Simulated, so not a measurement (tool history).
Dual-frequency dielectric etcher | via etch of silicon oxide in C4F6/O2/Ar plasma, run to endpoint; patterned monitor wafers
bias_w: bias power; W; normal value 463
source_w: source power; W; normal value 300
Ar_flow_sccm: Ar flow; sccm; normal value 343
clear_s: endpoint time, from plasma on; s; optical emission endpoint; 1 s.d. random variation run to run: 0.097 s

run	hour	bias_w	source_w	Ar_flow_sccm	incoming incoming film thickness, nm	clear_s
1	0	463	300	343	119.9	31.1
2	7	463	300	343	119	30.7
3	20.3	463	300	343	118.9	30.7
4	28.7	463	300	343	118.8	30.6
5	39.5	463	300	343	118.5	30.5
# hour 46.5: Ar flow controller replaced
# hour 47: bias power generator calibrated
6	64.4	463	300	343	119.1	30.5
# hour 82.7: source power generator calibrated
# hour 88.6: upper electrode replaced
# hour 93.5: wet clean of the chamber
7	94	463	300	343	118.4	32.3

Run 8 has not been measured yet. What should we expect?
8	94.3	463	300	343	119.1	?

clear_s: 32.4 s
The same run, on a tool lacking any hidden state, would have yielded clear_s 32.3 s.
